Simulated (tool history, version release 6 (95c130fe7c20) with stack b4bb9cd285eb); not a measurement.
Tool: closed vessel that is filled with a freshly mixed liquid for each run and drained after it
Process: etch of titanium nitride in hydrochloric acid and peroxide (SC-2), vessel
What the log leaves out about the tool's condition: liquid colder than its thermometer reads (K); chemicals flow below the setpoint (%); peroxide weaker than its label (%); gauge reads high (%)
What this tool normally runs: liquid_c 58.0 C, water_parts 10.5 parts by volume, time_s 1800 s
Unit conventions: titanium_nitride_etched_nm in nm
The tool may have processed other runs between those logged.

run	hour	liquid_c	water_parts	time_s	wafers since the last listed run	hours since the thermometer was replaced	hours since the chemicals flow meter was replaced	hours since the drum of peroxide was connected	hours since the gauge calibration	read-back film thickness of the titanium nitride reference wafer, read on the same gauge (nm)	titanium_nitride_etched_nm
1	0.0	65.0	14.0	1800	0	1787.7	811.0	27.6	701.1	110.02	51.50
2	87.8	58.0	12.5	1800	2408	1875.5	898.8	115.4	788.9	110.00	36.52
3	142.4	58.0	10.5	1800	1497	1930.1	953.4	170.0	843.5	110.01	42.87
4	211.4	58.0	10.5	1800	1892	1999.1	1022.4	239.0	912.5	110.00	42.86
5	313.9	58.0	10.5	1800	2811	2101.6	1124.9	341.5	1015.0	110.02	42.45
# hour 500.9: chemicals flow meter replaced
6	505.5	58.0	10.5	1800	5228	2293.2	4.6	533.1	1206.6	110.01	43.10
7	574.6	58.0	10.5	1800	1895	2362.3	73.7	602.2	1275.7	110.00	43.26
# hour 581.5: thermometer replaced
8	629.8	58.0	10.5	1800	1486	48.3	128.9	657.4	1330.9	110.02	43.27
9	705.6	58.0	10.5	1800	2079	124.1	204.7	733.2	1406.7	110.01	42.97
10	769.4	58.0	12.0	2365	1750	187.9	268.5	797.0	1470.5	109.99	51.00
11	833.5	64.0	10.5	1800	1758	252.0	332.6	861.1	1534.6	110.00	62.73
12	936.5	58.0	12.5	1800	2825	355.0	435.6	964.1	1637.6	109.99	36.60
13	999.4	58.0	10.5	815	1725	417.9	498.5	1027.0	1700.5	109.97	19.43
14	1078.0	65.5	15.5	890	2156	496.5	577.1	1105.6	1779.1	110.01	23.94
15	1132.1	58.0	10.5	1800	1484	550.6	631.2	1159.7	1833.2	110.00	42.78
# hour 1226.0: new drum of peroxide connected
16	1233.8	53.0	12.0	1150	2762	652.3	732.9	7.8	1934.9	110.02	17.60
17	1378.3	58.0	8.5	1800	3963	796.8	877.4	152.3	2079.4	110.00	50.48
# hour 1395.0: gauge calibrated
18	1483.8	66.5	10.5	2660	2894	902.3	982.9	257.8	88.8	109.98	107.58
19	1528.7	58.0	6.5	1800	1231	947.2	1027.8	302.7	133.7	110.01	63.05
20	1574.0	49.0	5.5	1800	1242	992.5	1073.1	348.0	179.0	109.98	39.72
21	1621.7	58.0	10.5	1800	1308	1040.2	1120.8	395.7	226.7	109.99	42.66
22	1690.7	58.0	10.5	785	1892	1109.2	1189.8	464.7	295.7	109.99	18.45
23	1742.5	53.0	6.0	1405	1420	1161.0	1241.6	516.5	347.5	110.01	37.61
24	1800.2	48.5	12.0	2465	1582	1218.7	1299.3	574.2	405.2	109.98	28.04
25	1845.3	58.0	10.5	1800	1237	1263.8	1344.4	619.3	450.3	109.99	42.43
# hour 1913.5: chemicals flow meter replaced
26	1918.9	66.5	6.0	2465	1991	1337.4	5.4	692.9	523.9	110.02	156.80
27	2196.0	58.0	8.0	1800	7601	1614.5	282.5	970.0	801.0	109.99	53.77
28	2242.4	58.0	7.0	1800	1272	1660.9	328.9	1016.4	847.4	110.00	59.84
29	2310.3	58.0	14.0	2515	1862	1728.8	396.8	1084.3	915.3	110.00	46.59

Some steps in titanium_nitride_etched_nm between neighbouring runs. How much of each would the tool show without its hidden state too (settings, what came in, random variation), and how much is left for the hidden state, with any gauge scatter that isn't in both results?
Run 17 -> 18: liquid_c 58.0 -> 66.5, water_parts 8.5 -> 10.5, time_s 1800 -> 2660, gauge calibrated. titanium_nitride_etched_nm +57.10 nm: hidden state -0.90, all else +58.00.
Run 25 -> 26: liquid_c 58.0 -> 66.5, water_parts 10.5 -> 6.0, time_s 1800 -> 2465, chemicals flow meter replaced. titanium_nitride_etched_nm +114.37 nm: hidden state +0.76, all else +113.61.
Run 26 -> 27: liquid_c 66.5 -> 58.0, water_parts 6.0 -> 8.0, time_s 2465 -> 1800. titanium_nitride_etched_nm -103.03 nm: hidden state -0.16, all else -102.87.
